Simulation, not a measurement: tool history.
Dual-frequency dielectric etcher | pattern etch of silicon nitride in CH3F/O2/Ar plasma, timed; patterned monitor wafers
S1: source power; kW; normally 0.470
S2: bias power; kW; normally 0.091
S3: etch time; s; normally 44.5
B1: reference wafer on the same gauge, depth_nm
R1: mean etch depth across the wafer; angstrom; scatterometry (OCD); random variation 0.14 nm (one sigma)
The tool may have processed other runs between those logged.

run	hour	S1	S2	S3	B1	R1
1	0.0	0.510	0.091	44.5	34.41	410.0
2	27.6	0.410	0.091	44.5	34.35	384.4
3	45.3	0.410	0.091	44.5	34.36	382.8
4	64.9	0.470	0.091	44.5	34.38	401.6
5	113.6	0.470	0.091	44.5	34.40	403.4
6	140.5	0.470	0.091	44.5	34.43	401.6
7	163.3	0.470	0.091	44.5	34.47	403.9
# hour 197.5: gauge calibrated
8	197.7	0.470	0.091	44.5	34.42	406.4
9	210.2	0.470	0.079	40.0	34.40	355.2
# hour 221.0: bias power generator calibrated
# hour 239.4: upper electrode replaced
10	239.9	0.470	0.079	40.0	34.43	356.1
11	262.7	0.550	0.106	44.5	34.37	444.7
# hour 292.9: source power generator calibrated
# hour 299.1: wet clean of the chamber
12	299.6	0.470	0.091	38.5	34.43	337.7
13	301.3	0.550	0.091	44.5	34.43	414.7
14	334.4	0.430	0.082	44.5	34.39	371.3
15	415.7	0.440	0.109	34.0	34.35	310.6
16	437.2	0.470	0.091	44.5	34.37	394.7
17	461.6	0.470	0.073	44.5	34.40	376.9
18	491.0	0.470	0.070	49.5	34.43	419.0
19	513.5	0.570	0.070	49.0	34.38	440.3
20	537.1	0.470	0.091	44.5	34.42	399.8
21	569.9	0.580	0.107	48.0	34.39	478.5
# hour 579.3: gauge calibrated
22	598.7	0.510	0.091	56.5	34.34	520.2

Each run again, without the hidden state but with its own random variation kept:
What the log doesn't record here: etch rate over this chamber's usual, %; source power that arrives over what is set, %; bias power that arrives over what is set, %; gauge reads high (%).
run	R1
1	402.3
2	376.4
3	374.2
4	392.0
5	392.2
6	389.7
7	391.3
8	392.6
9	342.8
10	342.8
11	427.4
12	338.0
13	414.9
14	370.5
15	307.9
16	390.6
17	372.3
18	412.8
19	433.1
20	392.5
21	468.6
22	508.2

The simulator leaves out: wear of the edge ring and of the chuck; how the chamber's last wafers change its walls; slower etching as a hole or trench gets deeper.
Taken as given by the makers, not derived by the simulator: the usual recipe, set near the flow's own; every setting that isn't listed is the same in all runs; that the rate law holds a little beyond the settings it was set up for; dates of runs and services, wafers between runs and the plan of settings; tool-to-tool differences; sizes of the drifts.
